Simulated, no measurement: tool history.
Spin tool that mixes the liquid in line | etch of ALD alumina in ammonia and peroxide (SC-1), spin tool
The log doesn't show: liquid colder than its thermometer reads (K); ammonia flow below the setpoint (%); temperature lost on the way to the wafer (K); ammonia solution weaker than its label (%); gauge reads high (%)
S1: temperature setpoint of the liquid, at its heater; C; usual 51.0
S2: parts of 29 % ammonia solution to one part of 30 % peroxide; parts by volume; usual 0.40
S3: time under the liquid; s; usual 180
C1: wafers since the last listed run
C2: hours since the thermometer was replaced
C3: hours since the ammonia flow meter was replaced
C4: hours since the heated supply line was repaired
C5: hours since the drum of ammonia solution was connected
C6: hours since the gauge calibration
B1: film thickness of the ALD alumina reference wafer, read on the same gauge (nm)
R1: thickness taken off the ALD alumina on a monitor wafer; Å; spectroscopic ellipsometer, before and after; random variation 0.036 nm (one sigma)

{"run": 1, "hour": 0.0, "S1": 51.0, "S2": 0.4, "S3": 150, "C1": 0, "C2": 916.8, "C3": 1670.0, "C4": 1127.5, "C5": 948.1, "C6": 329.6, "B1": 120.0, "R1": 31.8}
{"run": 2, "hour": 6.8, "S1": 51.0, "S2": 0.4, "S3": 150, "C1": 47, "C2": 923.6, "C3": 1676.8, "C4": 1134.3, "C5": 954.9, "C6": 336.4, "B1": 120.0, "R1": 32.1}
{"run": 3, "hour": 22.2, "S1": 43.0, "S2": 0.4, "S3": 205, "C1": 106, "C2": 939.0, "C3": 1692.2, "C4": 1149.7, "C5": 970.3, "C6": 351.8, "B1": 119.99, "R1": 27.3}
{"run": 4, "hour": 30.1, "S1": 55.0, "S2": 0.4, "S3": 245, "C1": 54, "C2": 946.9, "C3": 1700.1, "C4": 1157.6, "C5": 978.2, "C6": 359.7, "B1": 119.99, "R1": 65.5}
{"run": 5, "hour": 47.1, "S1": 55.0, "S2": 0.4, "S3": 245, "C1": 117, "C2": 963.9, "C3": 1717.1, "C4": 1174.6, "C5": 995.2, "C6": 376.7, "B1": 120.01, "R1": 65.3}
{"hour": 51.9, "done": "new drum of ammonia solution connected"}
{"run": 6, "hour": 57.1, "S1": 51.0, "S2": 0.4, "S3": 180, "C1": 62, "C2": 973.9, "C3": 1727.1, "C4": 1184.6, "C5": 5.2, "C6": 386.7, "B1": 119.99, "R1": 38.1}
{"hour": 69.6, "done": "ammonia flow meter replaced"}
{"run": 7, "hour": 99.3, "S1": 51.0, "S2": 0.4, "S3": 180, "C1": 285, "C2": 1016.1, "C3": 29.7, "C4": 1226.8, "C5": 47.4, "C6": 428.9, "B1": 120.01, "R1": 37.1}
{"hour": 100.5, "done": "gauge calibrated"}
{"run": 8, "hour": 109.1, "S1": 51.0, "S2": 0.4, "S3": 180, "C1": 68, "C2": 1025.9, "C3": 39.5, "C4": 1236.6, "C5": 57.2, "C6": 8.6, "B1": 120.0, "R1": 37.7}
{"run": 9, "hour": 123.0, "S1": 51.0, "S2": 0.4, "S3": 180, "C1": 96, "C2": 1039.8, "C3": 53.4, "C4": 1250.5, "C5": 71.1, "C6": 22.5, "B1": 119.95, "R1": 37.1}
{"run": 10, "hour": 132.1, "S1": 51.0, "S2": 0.4, "S3": 180, "C1": 63, "C2": 1048.9, "C3": 62.5, "C4": 1259.6, "C5": 80.2, "C6": 31.6, "B1": 120.01, "R1": 37.6}
{"run": 11, "hour": 147.7, "S1": 51.0, "S2": 0.3, "S3": 265, "C1": 108, "C2": 1064.5, "C3": 78.1, "C4": 1275.2, "C5": 95.8, "C6": 47.2, "B1": 119.94, "R1": 52.8}
{"run": 12, "hour": 154.2, "S1": 51.0, "S2": 0.4, "S3": 180, "C1": 45, "C2": 1071.0, "C3": 84.6, "C4": 1281.7, "C5": 102.3, "C6": 53.7, "B1": 119.99, "R1": 37.0}
{"hour": 158.3, "done": "thermometer replaced"}
{"run": 13, "hour": 167.1, "S1": 51.0, "S2": 0.6, "S3": 240, "C1": 82, "C2": 8.8, "C3": 97.5, "C4": 1294.6, "C5": 115.2, "C6": 66.6, "B1": 120.03, "R1": 56.3}
{"run": 14, "hour": 182.5, "S1": 60.0, "S2": 0.5, "S3": 290, "C1": 106, "C2": 24.2, "C3": 112.9, "C4": 1310.0, "C5": 130.6, "C6": 82.0, "B1": 120.0, "R1": 109.1}
{"run": 15, "hour": 195.0, "S1": 53.5, "S2": 0.5, "S3": 135, "C1": 86, "C2": 36.7, "C3": 125.4, "C4": 1322.5, "C5": 143.1, "C6": 94.5, "B1": 120.04, "R1": 35.8}
{"run": 16, "hour": 203.8, "S1": 55.0, "S2": 0.5, "S3": 220, "C1": 61, "C2": 45.5, "C3": 134.2, "C4": 1331.3, "C5": 151.9, "C6": 103.3, "B1": 120.03, "R1": 63.0}
{"hour": 209.8, "done": "heated supply line repaired"}
{"run": 17, "hour": 213.7, "S1": 51.0, "S2": 0.4, "S3": 180, "C1": 61, "C2": 55.4, "C3": 144.1, "C4": 3.9, "C5": 161.8, "C6": 113.2, "B1": 120.02, "R1": 50.4}
{"run": 18, "hour": 221.0, "S1": 51.0, "S2": 0.4, "S3": 180, "C1": 50, "C2": 62.7, "C3": 151.4, "C4": 11.2, "C5": 169.1, "C6": 120.5, "B1": 119.99, "R1": 50.6}
{"run": 19, "hour": 233.3, "S1": 51.0, "S2": 0.4, "S3": 180, "C1": 85, "C2": 75.0, "C3": 163.7, "C4": 23.5, "C5": 181.4, "C6": 132.8, "B1": 119.96, "R1": 50.6}
{"run": 20, "hour": 242.7, "S1": 51.0, "S2": 0.45, "S3": 180, "C1": 65, "C2": 84.4, "C3": 173.1, "C4": 32.9, "C5": 190.8, "C6": 142.2, "B1": 119.99, "R1": 51.0}
{"run": 21, "hour": 257.3, "S1": 60.0, "S2": 0.5, "S3": 230, "C1": 101, "C2": 99.0, "C3": 187.7, "C4": 47.5, "C5": 205.4, "C6": 156.8, "B1": 120.0, "R1": 105.0}
{"run": 22, "hour": 264.2, "S1": 41.5, "S2": 0.4, "S3": 180, "C1": 47, "C2": 105.9, "C3": 194.6, "C4": 54.4, "C5": 212.3, "C6": 163.7, "B1": 119.96, "R1": 28.9}
{"run": 23, "hour": 279.7, "S1": 59.5, "S2": 0.3, "S3": 180, "C1": 107, "C2": 121.4, "C3": 210.1, "C4": 69.9, "C5": 227.8, "C6": 179.2, "B1": 120.04, "R1": 76.8}
{"run": 24, "hour": 295.5, "S1": 51.0, "S2": 0.4, "S3": 180, "C1": 109, "C2": 137.2, "C3": 225.9, "C4": 85.7, "C5": 243.6, "C6": 195.0, "B1": 119.99, "R1": 49.3}

Some steps in R1 between neighbouring runs. How much of each would the tool show without its hidden state too (settings, what came in, random variation), and how much is left for the hidden state, with any gauge scatter that isn't in both results?
Run 14 -> 15: S1 60.0 -> 53.5, S3 290 -> 135. R1 -73.3 Å: hidden state +19.2, all else -92.5.
Run 16 -> 17: S1 55.0 -> 51.0, S2 0.50 -> 0.40, S3 220 -> 180, heated supply line repaired. R1 -12.6 Å: hidden state +16.5, all else -29.1.
Run 21 -> 22: S1 60.0 -> 41.5, S2 0.50 -> 0.40, S3 230 -> 180. R1 -76.1 Å: hidden state +2.9, all else -79.0.
